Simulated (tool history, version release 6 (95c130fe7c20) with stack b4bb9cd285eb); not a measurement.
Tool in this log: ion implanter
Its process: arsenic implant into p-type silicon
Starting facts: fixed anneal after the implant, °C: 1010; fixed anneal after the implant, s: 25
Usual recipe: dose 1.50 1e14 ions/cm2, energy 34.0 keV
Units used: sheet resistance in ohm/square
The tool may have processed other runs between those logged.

run    hour  dose  energy  wafers since the last listed run  hours since the last dose calibration  hours since the extraction supply was calibrated  hours since the gauge calibration  read-back reference wafer on the same gauge, sheet resistance  sheet resistance
  1     0.0  1.67    34.0                                 0                                  170.1                                            3461.7                             2340.1                                                         444.86            422.22
  2    54.6  1.67    34.0                               773                                  224.7                                            3516.3                             2394.7                                                         445.01            421.61
  3   124.9  1.59    41.0                               996                                  295.0                                            3586.6                             2465.0                                                         445.24            422.35
  4   175.5  1.59    41.0                               717                                  345.6                                            3637.2                             2515.6                                                         445.24            420.47
  5   228.4  1.59    41.0                               749                                  398.5                                            3690.1                             2568.5                                                         444.79            423.06
      278.3  -- gauge calibrated
  6   287.9  1.50    34.0                               843                                  458.0                                            3749.6                                9.6                                                         445.48            451.76
  7   343.6  1.50    34.0                               789                                  513.7                                            3805.3                               65.3                                                         445.27            453.37
  8   393.1  1.50    34.0                               701                                  563.2                                            3854.8                              114.8                                                         445.08            451.59
  9   417.9  1.50    34.0                               351                                  588.0                                            3879.6                              139.6                                                         445.19            449.80
 10   472.0  1.50    34.0                               766                                  642.1                                            3933.7                              193.7                                                         444.57            450.86
 11   531.0  1.30    34.0                               836                                  701.1                                            3992.7                              252.7                                                         444.72            498.58
 12   583.5  1.50    34.0                               743                                  753.6                                            4045.2                              305.2                                                         445.34            447.08
 13   617.1  1.50    34.0                               476                                  787.2                                            4078.8                              338.8                                                         445.51            447.74
 14   658.1  1.85    45.5                               581                                  828.2                                            4119.8                              379.8                                                         444.99            368.50
 15   719.8  1.50    34.0                               874                                  889.9                                            4181.5                              441.5                                                         445.14            448.53
      736.0  -- Faraday cup replaced and dose calibrated
 16   755.7  1.69    39.0                               395                                   19.7                                            4217.4                              477.4                                                         445.17            406.81
 17   782.1  1.85    45.5                               374                                   46.1                                            4243.8                              503.8                                                         445.30            373.12
 18   819.2  1.50    28.0                               525                                   83.2                                            4280.9                              540.9                                                         445.59            467.78
 19   866.4  1.50    34.0                               668                                  130.4                                            4328.1                              588.1                                                         445.36            453.74
      913.2  -- extraction supply calibrated
 20   922.9  1.69    39.0                               687                                  186.9                                               9.7                              644.6                                                         444.58            406.49
 21   957.9  1.50    34.0                               495                                  221.9                                              44.7                              679.6                                                         444.97            452.53
 22   986.3  1.50    42.0                               402                                  250.3                                              73.1                              708.0                                                         444.30            435.87
 23  1047.8  1.50    34.0                               871                                  311.8                                             134.6                              769.5                                                         445.06            451.80
 24  1115.5  1.50    41.0                               959                                  379.5                                             202.3                              837.2                                                         445.52            437.34
 25  1157.8  1.82    42.0                               599                                  421.8                                             244.6                              879.5                                                         445.50            379.04
 26  1187.2  1.50    34.0                               416                                  451.2                                             274.0                              908.9                                                         444.27            450.89
 27  1246.4  1.50    26.0                               838                                  510.4                                             333.2                              968.1                                                         444.98            470.48
 28  1274.1  1.79    41.5                               392                                  538.1                                             360.9                              995.8                                                         444.77            383.03
 29  1325.5  1.35    34.0                               728                                  589.5                                             412.3                             1047.2                                                         445.02            483.13
 30  1386.8  1.94    28.0                               868                                  650.8                                             473.6                             1108.5                                                         444.82            385.07
 31  1425.8  1.50    34.0                               552                                  689.8                                             512.6                             1147.5                                                         445.24            447.06
     1478.9  -- Faraday cup replaced and dose calibrated
 32  1497.1  1.07    39.0                               897                                   18.2                                             583.9                             1218.8                                                         444.65            559.32
 33  1552.5  1.50    34.0                               785                                   73.6                                             639.3                             1274.2                                                         444.72            454.95
 34  1579.2  1.10    23.5                               378                                  100.3                                             666.0                             1300.9                                                         444.77            602.24
 35  1632.5  1.31    27.5                               755                                  153.6                                             719.3                             1354.2                                                         445.03            518.43
 36  1673.5  1.19    23.5                               581                                  194.6                                             760.3                             1395.2                                                         445.09            568.61

Each row is a separate what-if for the run after 36, all from the same tool condition, not one after another. Results?
  A  1673.9  1.88    34.0                                 5                                  195.0                                             760.7                             1395.6                                                              ?                 ?
  B  1673.9  1.93    31.0                                 5                                  195.0                                             760.7                             1395.6                                                              ?                 ?
  C  1673.9  1.35    44.0                                 5                                  195.0                                             760.7                             1395.6                                                              ?                 ?
  D  1673.9  1.50    44.5                                 5                                  195.0                                             760.7                             1395.6                                                              ?                 ?
  E  1673.9  1.50    30.0                                 5                                  195.0                                             760.7                             1395.6                                                              ?                 ?

run  read-back reference wafer on the same gauge, sheet resistance  sheet resistance
  A                                                         444.89            386.31
  B                                                         444.89            384.49
  C                                                         444.89            466.98
  D                                                         444.89            433.50
  E                                                         444.89            463.60
Take away the tool's hidden state, keep each run's random variation, and the runs would have read:
run  sheet resistance
  A            387.72
  B            385.91
  C            468.60
  D            435.02
  E            465.27

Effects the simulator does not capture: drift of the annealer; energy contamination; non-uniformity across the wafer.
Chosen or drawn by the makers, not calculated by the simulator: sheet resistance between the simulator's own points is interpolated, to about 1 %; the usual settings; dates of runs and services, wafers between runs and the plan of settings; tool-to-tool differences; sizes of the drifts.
